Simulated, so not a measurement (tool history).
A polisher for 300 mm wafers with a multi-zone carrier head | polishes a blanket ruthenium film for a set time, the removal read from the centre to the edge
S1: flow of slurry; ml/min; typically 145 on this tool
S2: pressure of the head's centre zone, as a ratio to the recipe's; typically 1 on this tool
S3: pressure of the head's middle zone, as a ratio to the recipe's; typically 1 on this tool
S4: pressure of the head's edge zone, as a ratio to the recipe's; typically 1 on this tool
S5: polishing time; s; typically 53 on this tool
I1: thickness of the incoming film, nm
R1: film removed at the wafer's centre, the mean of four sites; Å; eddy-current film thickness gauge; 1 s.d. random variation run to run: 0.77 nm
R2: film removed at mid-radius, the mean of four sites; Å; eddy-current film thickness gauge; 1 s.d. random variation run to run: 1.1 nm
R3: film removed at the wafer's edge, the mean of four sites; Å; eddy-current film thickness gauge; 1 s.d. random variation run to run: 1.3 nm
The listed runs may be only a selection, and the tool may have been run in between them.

run   hour   S1    S2    S3    S4  S5     I1    R1    R2    R3
  1      0  145  0.97  1.04     1  69  463.5  1547  1551  1510
  2   18.9  100     1  0.96     1  53  464.4  1072  1049  1111
  3   32.5  145     1     1     1  53  467.4  1205  1180  1169
  4   67.5  145     1     1     1  53  470.6  1214  1173  1201
  5   92.4  145     1  0.89     1  53  466.1  1204  1090  1158
     110.6  -- worn pad replaced by a new one
  6  118.6  145     1     1     1  53  469.1  1286  1215  1245
  7  140.6  145  1.12     1  0.94  53  469.8  1407  1229  1167
  8  164.6  110     1     1     1  38  467.1   817   811   818
  9  197.8  145     1     1     1  53  465.3  1228  1191  1183
 10  211.6  145     1  0.93     1  53  476.8  1213  1154  1187
     220.4  -- slurry nozzle cleaned
 11  234.5  145     1     1     1  53  461.1  1229  1170  1150
 12  264.2  145     1     1     1  53  469.1  1205  1172  1200
 13  296.7  130  1.08     1     1  53  462.5  1261  1143  1148
 14  317.3  145     1     1     1  53  472.9  1214  1176  1140
 15  333.8  100  0.91  0.94  0.94  53  473.6   994  1009  1070
     356.6  -- worn pad replaced by a new one
 16  365.1  145  0.94  0.97   0.9  53  471.7  1227  1213  1168
     375.9  -- carrier head's membrane replaced by a new one
 17  391.8  190  1.06     1     1  66  473.5  1732  1592  1564
 18  406.2  145  1.12     1  0.94  53    460  1384  1206  1164
 19  420.2  145  1.05  1.08     1  44  475.7  1074  1039   995
 20  437.9  175     1     1   0.9  45  460.5  1088  1050   984
     464.6  -- centre zone pressure recalibrated
 21  465.7  145     1     1  0.96  67  462.2  1529  1512  1493

5 ways to go on from here, each from the tool as it stands after run 21. What would each give?
  A  466.1  145     1     1     1  53  464.6   ?   ?   ?
  B  466.1  160   1.1     1     1  53  464.6   ?   ?   ?
  C  466.1  145  0.91     1  1.11  53  464.6   ?   ?   ?
  D  466.1  145     1  1.04     1  71  464.6   ?   ?   ?
  E  466.1  105  0.92     1     1  53  464.6   ?   ?   ?

run    R1    R2    R3
  A  1207  1181  1194
  B  1344  1205  1211
  C  1111  1182  1257
  D  1618  1620  1599
  E  1018  1085  1125
Take away the tool's hidden state, keep each run's random variation, and the runs would have read:
run    R1    R2    R3
  A  1272  1241  1254
  B  1416  1266  1273
  C  1171  1241  1321
  D  1704  1702  1680
  E  1073  1140  1182
